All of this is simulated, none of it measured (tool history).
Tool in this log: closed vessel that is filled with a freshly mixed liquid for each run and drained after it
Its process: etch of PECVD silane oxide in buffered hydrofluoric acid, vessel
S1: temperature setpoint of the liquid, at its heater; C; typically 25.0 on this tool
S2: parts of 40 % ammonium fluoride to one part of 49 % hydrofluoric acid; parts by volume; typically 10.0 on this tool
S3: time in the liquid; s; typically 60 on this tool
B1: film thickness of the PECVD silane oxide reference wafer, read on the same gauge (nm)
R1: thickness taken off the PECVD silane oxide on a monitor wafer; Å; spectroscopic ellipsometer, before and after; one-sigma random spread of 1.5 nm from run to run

run	day	S1	S2	S3	B1	R1
1	0.000	25.0	10.0	60	59.98	3209.1
2	1.154	25.0	10.0	60	60.00	3229.6
3	3.446	25.0	10.0	60	60.00	3230.4
4	5.404	25.0	8.5	60	60.03	3660.5
5	7.392	25.0	12.0	60	60.01	2685.7
6	8.792	25.0	12.0	60	60.02	2691.2
7	10.721	25.0	10.0	60	60.00	3249.3
8	13.458	25.0	10.0	60	60.02	3230.0
9	15.412	25.0	10.0	60	60.01	3249.6
10	17.838	25.0	10.0	60	60.00	3225.6
11	20.675	25.0	10.0	60	59.98	3242.0
# day 21.338: gauge calibrated
12	23.633	25.0	7.5	60	60.00	4228.6
13	25.838	25.0	10.0	60	60.03	3264.4
14	27.321	25.0	10.0	60	59.98	3259.3
15	29.521	30.0	10.0	90	60.00	6401.8
16	32.583	25.0	10.0	60	60.04	3267.0
17	33.925	25.0	10.0	60	59.97	3274.9
18	36.788	20.5	10.0	80	59.98	3431.2
19	42.100	22.5	10.0	60	59.98	2860.4
20	43.954	27.0	14.0	45	60.00	1975.5
# day 45.933: hydrofluoric acid flow meter replaced
21	46.538	21.0	6.0	75	60.01	5321.3
# day 51.375: thermometer replaced
22	51.512	25.0	10.0	60	59.98	3020.0
23	54.408	25.0	10.0	60	60.03	3040.8
24	60.721	25.0	10.0	35	60.01	1771.9
25	63.325	29.5	11.5	70	60.00	3926.8
26	64.688	25.0	13.5	85	60.00	3216.8
27	66.204	28.0	6.5	80	60.00	7153.6
28	67.342	25.0	10.0	60	59.99	3049.3
29	69.879	28.5	10.0	60	59.98	3697.6
30	71.150	26.5	12.0	45	60.01	2092.6
31	72.988	25.0	10.0	60	59.99	3084.1
32	74.721	21.0	7.0	30	60.03	1734.4

What would each run have given without the hidden state, its run-to-run variation left as it was?
Hidden state present: liquid hotter than its thermometer reads (K); hydrofluoric acid flow above the setpoint (%); gauge reads high (%).
run	R1
1	2999.9
2	3017.4
3	3013.3
4	3409.1
5	2497.0
6	2499.4
7	3014.7
8	2990.3
9	3003.7
10	2976.6
11	2985.4
12	3885.9
13	2994.7
14	2986.9
15	5873.9
16	2981.1
17	2986.7
18	3113.7
19	2587.8
20	1790.2
21	4794.5
22	2984.2
23	2998.3
24	1738.6
25	3847.1
26	3147.9
27	6992.6
28	2977.6
29	3605.0
30	2038.4
31	2998.6
32	1683.3

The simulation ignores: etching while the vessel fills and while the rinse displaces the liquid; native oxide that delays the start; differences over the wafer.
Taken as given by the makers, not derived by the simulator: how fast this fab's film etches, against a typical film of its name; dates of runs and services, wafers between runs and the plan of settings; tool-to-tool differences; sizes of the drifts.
